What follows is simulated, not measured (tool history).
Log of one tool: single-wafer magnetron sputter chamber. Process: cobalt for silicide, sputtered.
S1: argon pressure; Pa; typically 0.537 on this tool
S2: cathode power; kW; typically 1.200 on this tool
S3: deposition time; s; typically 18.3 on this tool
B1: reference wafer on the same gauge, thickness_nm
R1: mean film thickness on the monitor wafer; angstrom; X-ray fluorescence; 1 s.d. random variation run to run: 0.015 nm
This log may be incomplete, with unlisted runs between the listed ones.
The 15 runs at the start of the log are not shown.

run   hour     S1     S2    S3      B1      R1
 16  218.7  0.322  1.350  20.3  12.401  134.53
 17  230.1  0.537  1.000  18.3  12.398   90.05
 18  241.7  0.537  1.200  18.3  12.405  104.91
 19  254.8  0.460  1.200  20.1  12.392  116.88
     276.2  -- capacitance manometer re-zeroed and calibrated
 20  276.7  0.537  1.200  18.3  12.399  102.61
 21  296.7  0.439  1.450  20.3  12.395  136.85
 22  311.9  0.537  1.200  18.3  12.397  102.50
 23  328.8  0.398  0.950  20.8  12.401   99.41
     329.4  -- gauge calibrated
 24  339.5  0.537  1.200  18.3  12.403  102.11
 25  352.6  0.537  1.200  18.3  12.404  102.64
 26  376.1  0.734  1.200  18.3  12.400   97.66
 27  389.9  0.537  1.200  18.3  12.395  102.39
 28  398.7  0.537  1.200  21.7  12.407  121.29
 29  416.3  0.378  1.200  17.1  12.395   99.42
 30  432.5  0.659  1.100  18.3  12.395   92.05
 31  444.8  0.537  1.350  21.1  12.399  130.24
     461.3  -- sputter target and shields replaced
 32  461.8  0.537  1.200  18.3  12.402  103.87
 33  471.1  0.537  1.450  18.3  12.394  121.74
 34  486.5  0.738  1.300  18.3  12.404  106.14
 35  494.3  0.726  1.200  18.3  12.400   99.19
 36  501.1  0.445  1.200  18.3  12.401  105.79

Branching from run 36: 3 alternative next runs. What would each branch give?
  A  501.5  0.537  1.100  18.3   ?   ?
  B  501.5  0.451  1.000  18.3   ?   ?
  C  501.5  0.537  1.450  19.7   ?   ?

run      B1      R1
  A  12.402   96.12
  B  12.402   90.66
  C  12.402  130.88
The same runs, with their run-to-run variation unchanged, on a tool lacking any hidden condition would have given:
run      R1
  A   95.91
  B   90.54
  C  130.60

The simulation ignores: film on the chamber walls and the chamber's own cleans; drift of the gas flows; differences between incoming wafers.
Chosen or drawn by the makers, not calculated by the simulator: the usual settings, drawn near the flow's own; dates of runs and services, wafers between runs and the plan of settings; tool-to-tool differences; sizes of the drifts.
